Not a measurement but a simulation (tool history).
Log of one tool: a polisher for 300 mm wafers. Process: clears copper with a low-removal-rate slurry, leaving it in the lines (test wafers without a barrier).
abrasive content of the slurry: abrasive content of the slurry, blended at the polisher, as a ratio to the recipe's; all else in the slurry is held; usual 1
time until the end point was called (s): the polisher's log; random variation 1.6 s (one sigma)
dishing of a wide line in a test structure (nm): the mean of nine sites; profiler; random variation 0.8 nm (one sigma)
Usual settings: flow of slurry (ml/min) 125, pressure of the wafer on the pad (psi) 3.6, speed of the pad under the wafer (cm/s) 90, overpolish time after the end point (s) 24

| run | hour | flow of slurry (ml/min) | pressure of the wafer on the pad (psi) | speed of the pad under the wafer (cm/s) | abrasive content of the slurry | overpolish time after the end point (s) | incoming thickness of the incoming film, nm | time until the end point was called (s) | dishing of a wide line in a test structure (nm) |
|---|---|---|---|---|---|---|---|---|---|
| 1 | 0 | 125 | 4.3 | 90 | 1.25 | 24 | 320.1 | 80.9 | 61.4 |
| 2 | 14.8 | 125 | 3.6 | 90 | 1 | 24 | 318.5 | 94 | 55 |
| 3 | 30.5 | 125 | 3.6 | 90 | 1 | 24 | 317.3 | 95.9 | 54.1 |
| 4 | 44.8 | 125 | 3.6 | 90 | 1 | 24 | 313 | 92 | 52.2 |
| 5 | 54.8 | 125 | 2.7 | 90 | 1 | 24 | 316.1 | 126.3 | 41.6 |
|  | 70.3 | slurry nozzle cleaned |
| 6 | 71.5 | 125 | 2.7 | 90 | 1 | 24 | 311.3 | 122.9 | 43.9 |
|  | 82.7 | worn pad replaced by a new one |
| 7 | 83.2 | 125 | 3.6 | 90 | 1 | 24 | 313.4 | 92.4 | 55.2 |
| 8 | 86.6 | 125 | 3.6 | 90 | 1 | 24 | 314.9 | 94.4 | 54.1 |
| 9 | 139.6 | 155 | 3.6 | 90 | 1 | 24 | 311.5 | 86.2 | 57.1 |
| 10 | 148.2 | 125 | 3.6 | 90 | 1 | 24 | 313 | 90 | 54.4 |
| 11 | 159.4 | 125 | 3.6 | 118 | 1.1 | 38 | 310.9 | 68.4 | 86.7 |
| 12 | 175 | 125 | 3.6 | 90 | 1 | 24 | 317.2 | 90 | 55.9 |
| 13 | 187.1 | 125 | 3.6 | 90 | 1 | 24 | 318.5 | 89.7 | 56 |
| 14 | 193.5 | 125 | 3.6 | 90 | 1 | 24 | 316.6 | 90 | 56.2 |
|  | 198.4 | slurry blender recalibrated |
| 15 | 204.8 | 125 | 4.6 | 114 | 1.1 | 11 | 317.4 | 55.1 | 46.2 |
| 16 | 212.4 | 110 | 4.1 | 58 | 0.8 | 24 | 313.6 | 132.1 | 42.7 |
|  | 216.3 | head pressure recalibrated |
|  | 219.7 | worn pad replaced by a new one |
| 17 | 222.9 | 145 | 4.2 | 90 | 1 | 35 | 311.8 | 83 | 74.7 |
| 18 | 239.3 | 125 | 3.6 | 114 | 1.1 | 12 | 309.5 | 77.3 | 37 |
| 19 | 251.9 | 125 | 3.6 | 90 | 1 | 24 | 322.3 | 99.9 | 51.7 |
| 20 | 268.3 | 125 | 3.6 | 90 | 1 | 24 | 316 | 96.8 | 51 |
| 21 | 285.9 | 80 | 4.5 | 74 | 0.9 | 24 | 317.8 | 105.6 | 50 |
| 22 | 319.7 | 125 | 3.6 | 90 | 0.85 | 17 | 315.9 | 102 | 39.1 |
| 23 | 326 | 125 | 3.6 | 90 | 1 | 24 | 315.4 | 97.1 | 51.2 |
| 24 | 337 | 125 | 3.6 | 90 | 1 | 20 | 312.9 | 95.9 | 45.4 |
| 25 | 344.1 | 125 | 3.6 | 90 | 0.9 | 24 | 309.8 | 95.7 | 52.6 |
|  | 361.7 | worn pad replaced by a new one |
| 26 | 362.2 | 105 | 4.2 | 114 | 1.2 | 24 | 318 | 64.3 | 66.9 |
| 27 | 373.7 | 125 | 2.9 | 58 | 1.1 | 24 | 315.1 | 186.5 | 31.3 |
| 28 | 389.7 | 125 | 4.6 | 114 | 1.1 | 11 | 309.6 | 59 | 42.9 |
|  | 392.2 | slurry blender recalibrated |
| 29 | 399.2 | 125 | 4.3 | 76 | 1 | 24 | 314.1 | 98.5 | 52.9 |

Forecast each of these 3 alternatives for the next run:
| A | 399.7 | 125 | 4.1 | 90 | 1 | 24 | 311.2 | ? | ? |
| B | 399.7 | 125 | 3.6 | 90 | 1.25 | 15 | 311.2 | ? | ? |
| C | 399.7 | 125 | 2.7 | 90 | 1 | 20 | 311.2 | ? | ? |

| run | time until the end point was called (s) | dishing of a wide line in a test structure (nm) |
|---|---|---|
| A | 85.4 | 58.2 |
| B | 94.3 | 37.6 |
| C | 129.6 | 36.2 |
Without the tool's hidden state the same runs would have given:
| run | time until the end point was called (s) | dishing of a wide line in a test structure (nm) |
|---|---|---|
| A | 86.4 | 57.6 |
| B | 95.4 | 37.2 |
| C | 131.2 | 35.8 |
